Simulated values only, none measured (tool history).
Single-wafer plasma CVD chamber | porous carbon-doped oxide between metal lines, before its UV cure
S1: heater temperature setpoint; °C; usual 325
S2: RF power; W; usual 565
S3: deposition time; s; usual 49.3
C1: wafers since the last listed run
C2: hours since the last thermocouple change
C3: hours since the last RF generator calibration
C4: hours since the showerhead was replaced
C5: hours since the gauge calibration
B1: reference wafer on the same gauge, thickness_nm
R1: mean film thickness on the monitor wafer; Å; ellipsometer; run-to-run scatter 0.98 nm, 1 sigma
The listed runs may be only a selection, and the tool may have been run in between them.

| run | day | S1 | S2 | S3 | C1 | C2 | C3 | C4 | C5 | B1 | R1 |
|---|---|---|---|---|---|---|---|---|---|---|---|
| 1 | 0.000 | 325 | 565 | 45.1 | 0 | 1597.5 | 682.0 | 2468.7 | 498.2 | 201.032 | 2131.16 |
| 2 | 0.638 | 325 | 565 | 45.1 | 220 | 1612.8 | 697.3 | 2484.0 | 513.5 | 201.069 | 2114.65 |
| 3 | 2.108 | 325 | 565 | 45.1 | 508 | 1648.1 | 732.6 | 2519.3 | 548.8 | 201.088 | 2125.92 |
|  | 5.396 | thermocouple changed; heater temperature recalibrated |
| 4 | 5.717 | 325 | 565 | 49.3 | 1132 | 7.7 | 819.2 | 2605.9 | 635.4 | 201.277 | 2315.13 |
| 5 | 6.754 | 325 | 565 | 49.3 | 358 | 32.6 | 844.1 | 2630.8 | 660.3 | 201.036 | 2319.40 |
| 6 | 7.388 | 325 | 530 | 49.3 | 218 | 47.8 | 859.3 | 2646.0 | 675.5 | 201.141 | 2272.89 |
|  | 8.512 | showerhead replaced |
| 7 | 8.533 | 325 | 530 | 49.3 | 280 | 75.3 | 886.8 | 0.5 | 703.0 | 201.048 | 2233.13 |
| 8 | 9.667 | 325 | 520 | 49.3 | 391 | 102.5 | 914.0 | 27.7 | 730.2 | 201.087 | 2233.82 |
| 9 | 10.642 | 325 | 565 | 49.3 | 337 | 125.9 | 937.4 | 51.1 | 753.6 | 201.187 | 2318.76 |
| 10 | 11.221 | 325 | 565 | 49.3 | 200 | 139.8 | 951.3 | 65.0 | 767.5 | 200.868 | 2321.79 |
| 11 | 11.975 | 325 | 565 | 49.3 | 260 | 157.9 | 969.4 | 83.1 | 785.6 | 201.113 | 2300.20 |
| 12 | 14.688 | 325 | 565 | 49.3 | 937 | 223.0 | 1034.5 | 148.2 | 850.7 | 201.072 | 2345.63 |
| 13 | 16.075 | 316 | 520 | 41.1 | 479 | 256.3 | 1067.8 | 181.5 | 884.0 | 200.935 | 1956.68 |
| 14 | 16.642 | 334 | 530 | 49.3 | 195 | 269.9 | 1081.4 | 195.1 | 897.6 | 200.992 | 2171.25 |
| 15 | 17.446 | 325 | 565 | 39.7 | 278 | 289.2 | 1100.7 | 214.4 | 916.9 | 201.104 | 1877.52 |
| 16 | 18.362 | 311 | 615 | 39.8 | 316 | 311.2 | 1122.7 | 236.4 | 938.9 | 200.962 | 2088.89 |
| 17 | 18.988 | 330 | 640 | 54.0 | 216 | 326.2 | 1137.7 | 251.4 | 953.9 | 201.003 | 2619.81 |
| 18 | 20.042 | 329 | 565 | 52.5 | 364 | 351.5 | 1163.0 | 276.7 | 979.2 | 201.127 | 2424.04 |
|  | 21.200 | RF generator calibrated |
| 19 | 21.221 | 329 | 565 | 49.3 | 292 | 379.8 | 0.5 | 305.0 | 1007.5 | 201.124 | 2286.14 |
| 20 | 21.979 | 325 | 565 | 44.5 | 262 | 398.0 | 18.7 | 323.2 | 1025.7 | 200.916 | 2109.81 |
|  | 22.542 | gauge calibrated |
| 21 | 23.462 | 325 | 565 | 49.3 | 512 | 433.6 | 54.3 | 358.8 | 22.1 | 200.847 | 2326.13 |
| 22 | 24.558 | 325 | 565 | 49.3 | 378 | 459.9 | 80.6 | 385.1 | 48.4 | 201.027 | 2319.89 |
| 23 | 25.554 | 336 | 605 | 57.8 | 344 | 483.8 | 104.5 | 409.0 | 72.3 | 200.924 | 2684.73 |
| 24 | 26.875 | 316 | 520 | 41.1 | 456 | 515.5 | 136.2 | 440.7 | 104.0 | 201.088 | 1954.95 |
| 25 | 27.575 | 310 | 515 | 49.3 | 242 | 532.3 | 153.0 | 457.5 | 120.8 | 200.950 | 2378.02 |
| 26 | 28.438 | 310 | 645 | 52.0 | 298 | 553.0 | 173.7 | 478.2 | 141.5 | 200.918 | 2776.47 |
| 27 | 29.267 | 317 | 655 | 49.3 | 286 | 572.9 | 193.6 | 498.1 | 161.4 | 201.002 | 2552.93 |
| 28 | 31.100 | 325 | 505 | 49.3 | 633 | 616.9 | 237.6 | 542.1 | 205.4 | 200.955 | 2220.72 |
| 29 | 32.562 | 325 | 565 | 54.7 | 505 | 652.0 | 272.7 | 577.2 | 240.5 | 200.941 | 2593.01 |
| 30 | 33.762 | 325 | 565 | 49.3 | 414 | 680.8 | 301.5 | 606.0 | 269.3 | 200.960 | 2330.91 |
| 31 | 34.600 | 329 | 565 | 52.5 | 289 | 700.9 | 321.6 | 626.1 | 289.4 | 201.011 | 2437.96 |
| 32 | 35.508 | 315 | 565 | 49.3 | 314 | 722.7 | 343.4 | 647.9 | 311.2 | 201.097 | 2423.34 |
| 33 | 36.750 | 312 | 485 | 49.3 | 429 | 752.5 | 373.2 | 677.7 | 341.0 | 201.059 | 2309.25 |

Branching from run 33: 5 alternative next runs. What would each branch give?
| A | 36.767 | 325 | 565 | 49.3 | 5 | 752.9 | 373.6 | 678.1 | 341.4 | ? | ? |
| B | 36.767 | 334 | 485 | 52.1 | 5 | 752.9 | 373.6 | 678.1 | 341.4 | ? | ? |
| C | 36.767 | 336 | 640 | 57.9 | 5 | 752.9 | 373.6 | 678.1 | 341.4 | ? | ? |
| D | 36.767 | 332 | 505 | 49.3 | 5 | 752.9 | 373.6 | 678.1 | 341.4 | ? | ? |
| E | 36.767 | 325 | 475 | 46.7 | 5 | 752.9 | 373.6 | 678.1 | 341.4 | ? | ? |

| run | B1 | R1 |
|---|---|---|
| A | 201.098 | 2325.43 |
| B | 201.098 | 2212.01 |
| C | 201.098 | 2751.18 |
| D | 201.098 | 2149.28 |
| E | 201.098 | 2045.19 |
Had the tool no hidden state, the same runs would have come out as:
| run | R1 |
|---|---|
| A | 2325.43 |
| B | 2212.01 |
| C | 2751.18 |
| D | 2149.28 |
| E | 2045.19 |
